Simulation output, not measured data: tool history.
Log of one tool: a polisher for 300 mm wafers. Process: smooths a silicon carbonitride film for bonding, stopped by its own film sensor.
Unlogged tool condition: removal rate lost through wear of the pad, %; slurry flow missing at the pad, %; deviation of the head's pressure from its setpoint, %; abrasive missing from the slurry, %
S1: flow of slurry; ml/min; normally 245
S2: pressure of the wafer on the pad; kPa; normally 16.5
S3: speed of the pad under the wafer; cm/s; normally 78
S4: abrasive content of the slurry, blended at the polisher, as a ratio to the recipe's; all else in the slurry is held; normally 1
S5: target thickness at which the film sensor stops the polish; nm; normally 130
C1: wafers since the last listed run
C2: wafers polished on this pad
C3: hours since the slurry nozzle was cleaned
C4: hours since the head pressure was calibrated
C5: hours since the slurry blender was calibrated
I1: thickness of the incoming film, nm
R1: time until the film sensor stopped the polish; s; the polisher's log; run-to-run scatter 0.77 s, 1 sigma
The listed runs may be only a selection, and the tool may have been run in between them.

run,hour,S1,S2,S3,S4,S5,C1,C2,C3,C4,C5,I1,R1
1,0,245,16.5,92,1,125,0,158,231.7,1535.1,24.8,149,80.7
2,15.8,245,13.8,78,1,130,95,253,247.5,1550.9,40.6,150.4,86.9
# hour 19: head pressure recalibrated
# hour 24.4: slurry nozzle cleaned
3,28.8,245,13.8,78,1,130,60,313,4.4,9.8,53.6,149.2,81.7
4,40.5,245,16.5,56,1,130,70,383,16.1,21.5,65.3,148.9,94.9
5,68,245,20.7,78,1,132,165,549,43.6,49,92.8,148.7,55.3
6,74.7,245,16.5,78,1,134,40,589,50.3,55.7,99.5,151.4,66.1
7,83.9,245,16.5,78,1,130,55,645,59.5,64.9,108.7,147.5,66.5
# hour 92.9: slurry blender recalibrated
8,98.4,275,13.8,78,1,130,75,720,74,79.4,5.5,152.2,93
9,105.8,245,16.5,78,1,130,44,764,81.4,86.8,12.9,151.2,80.1
# hour 122.9: worn pad replaced by a new one
10,123.4,245,16.5,78,1,130,81,3,99,104.4,30.5,149.2,73.6
11,134.8,270,20,70,1,130,68,71,110.4,115.8,41.9,148.3,66.7
12,151.2,245,16.5,78,1.2,130,98,170,126.8,132.2,58.3,149.7,70.2
13,168.8,245,14.5,52,1.25,133,105,276,144.4,149.8,75.9,150.1,90.7
14,186.1,245,16.5,78,1,130,104,380,161.7,167.1,93.2,150.9,79.9
15,197.9,245,13.1,78,1,126,71,451,173.5,178.9,105,149.8,104.4
# hour 210.5: slurry blender recalibrated
16,211,210,20.7,78,1,135,66,518,186.6,192,0.5,151.2,55.1
17,222.6,245,16.5,78,1,130,69,588,198.2,203.6,12.1,148.7,71.3
18,230.9,245,16.5,78,1,130,49,638,206.5,211.9,20.4,148,69.5
19,245.4,205,16.5,78,1,130,87,725,221,226.4,34.9,149.4,76.2
# hour 254.1: worn pad replaced by a new one
20,258.4,245,16.5,78,1.25,130,54,26,234,239.4,47.9,148.4,64.7
# hour 273.6: slurry nozzle cleaned
21,305,245,16.5,86,1,123,274,300,31.4,286,94.5,149.4,93.5
22,321.5,225,20,78,1,130,99,399,47.9,302.5,111,150.4,69.5
23,333,245,16.5,78,1,130,69,469,59.4,314,122.5,151.6,82.2
24,345.2,220,16.5,78,1,130,73,542,71.6,326.2,134.7,150.5,81
# hour 356.3: slurry blender recalibrated
25,360,245,16.5,78,1,130,77,619,86.4,341,3.7,150.9,81.2
26,373.3,245,16.5,78,1,130,80,699,99.7,354.3,17,150.8,80.2
27,389,245,16.5,78,1,128,94,794,115.4,370,32.7,148.9,79.9
# hour 397.2: worn pad replaced by a new one
28,397.7,245,16.5,78,1,132,28,3,124.1,378.7,41.4,149.8,69.1
29,402.9,245,16.5,78,1,130,31,34,129.3,383.9,46.6,150.9,81.4
30,414,245,16.5,52,0.8,130,66,101,140.4,395,57.7,149.9,115.1
31,424.6,245,16.5,78,1,130,63,165,151,405.6,68.3,150.3,77.2

Across each entry between runs, compare the hidden state at the last listed run before it with the hidden state at the first listed run after it:
Logged between run 2 and run 3: head pressure recalibrated (hour 19); slurry nozzle cleaned (hour 24.4)
  no hidden state differs between the two runs
Logged between run 7 and run 8: slurry blender recalibrated (hour 92.9)
  no hidden state differs between the two runs
Logged between run 9 and run 10: worn pad replaced by a new one (hour 122.9)
  no hidden state differs between the two runs
Logged between run 15 and run 16: slurry blender recalibrated (hour 210.5)
  no hidden state differs between the two runs
Logged between run 19 and run 20: worn pad replaced by a new one (hour 254.1)
  no hidden state differs between the two runs
Logged between run 20 and run 21: slurry nozzle cleaned (hour 273.6)
  no hidden state differs between the two runs
Logged between run 24 and run 25: slurry blender recalibrated (hour 356.3)
  no hidden state differs between the two runs
Logged between run 27 and run 28: worn pad replaced by a new one (hour 397.2)
  no hidden state differs between the two runs
